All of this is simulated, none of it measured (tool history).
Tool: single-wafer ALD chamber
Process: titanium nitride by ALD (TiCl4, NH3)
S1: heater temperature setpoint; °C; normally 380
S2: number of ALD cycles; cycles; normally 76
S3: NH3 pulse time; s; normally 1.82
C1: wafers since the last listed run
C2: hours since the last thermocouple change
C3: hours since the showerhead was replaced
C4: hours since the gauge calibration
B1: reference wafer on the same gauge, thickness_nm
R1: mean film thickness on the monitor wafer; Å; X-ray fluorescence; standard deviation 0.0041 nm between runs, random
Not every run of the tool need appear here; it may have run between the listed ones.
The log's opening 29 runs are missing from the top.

| run | hour | S1 | S2 | S3 | C1 | C2 | C3 | C4 | B1 | R1 |
|---|---|---|---|---|---|---|---|---|---|---|
| 30 | 1438.7 | 380 | 76 | 1.82 | 253 | 1180.2 | 477.7 | 1191 | 1.729 | 16.39 |
| 31 | 1473.4 | 371 | 67 | 1.36 | 164 | 1214.9 | 512.4 | 1225.7 | 1.732 | 13.99 |
| 32 | 1541.9 | 387 | 68 | 1.54 | 324 | 1283.4 | 580.9 | 1294.2 | 1.729 | 14.6 |
| 33 | 1578.2 | 365 | 76 | 2.25 | 171 | 1319.7 | 617.2 | 1330.5 | 1.73 | 16.29 |
| 34 | 1608.9 | 394 | 82 | 1.82 | 145 | 1350.4 | 647.9 | 1361.2 | 1.732 | 17.87 |
| 35 | 1666.2 | 380 | 76 | 1.82 | 271 | 1407.7 | 705.2 | 1418.5 | 1.731 | 16.35 |
| 36 | 1710.6 | 380 | 80 | 1.5 | 210 | 1452.1 | 749.6 | 1462.9 | 1.728 | 17.14 |
| 37 | 1765.2 | 380 | 76 | 1.64 | 258 | 1506.7 | 804.2 | 1517.5 | 1.73 | 16.29 |
| 38 | 1795.6 | 380 | 83 | 2.42 | 143 | 1537.1 | 834.6 | 1547.9 | 1.73 | 18.17 |
| 39 | 1855.5 | 374 | 63 | 1.64 | 283 | 1597 | 894.5 | 1607.8 | 1.729 | 13.44 |

Here are 5 independent what-if runs from the current tool condition. What would each one return?
| A | 1856.1 | 367 | 76 | 1.82 | 2 | 1597.6 | 895.1 | 1608.4 | ? | ? |
| B | 1856.1 | 366 | 70 | 1.24 | 2 | 1597.6 | 895.1 | 1608.4 | ? | ? |
| C | 1856.1 | 389 | 65 | 2.3 | 2 | 1597.6 | 895.1 | 1608.4 | ? | ? |
| D | 1856.1 | 380 | 76 | 1.37 | 2 | 1597.6 | 895.1 | 1608.4 | ? | ? |
| E | 1856.1 | 374 | 89 | 2.4 | 2 | 1597.6 | 895.1 | 1608.4 | ? | ? |

| run | B1 | R1 |
|---|---|---|
| A | 1.73 | 16.07 |
| B | 1.73 | 14.33 |
| C | 1.73 | 14.26 |
| D | 1.73 | 16.07 |
| E | 1.73 | 19.36 |
The same runs, with their run-to-run variation unchanged, on a tool lacking any hidden condition would have given:
| run | R1 |
|---|---|
| A | 16.07 |
| B | 14.33 |
| C | 14.26 |
| D | 16.07 |
| E | 19.36 |
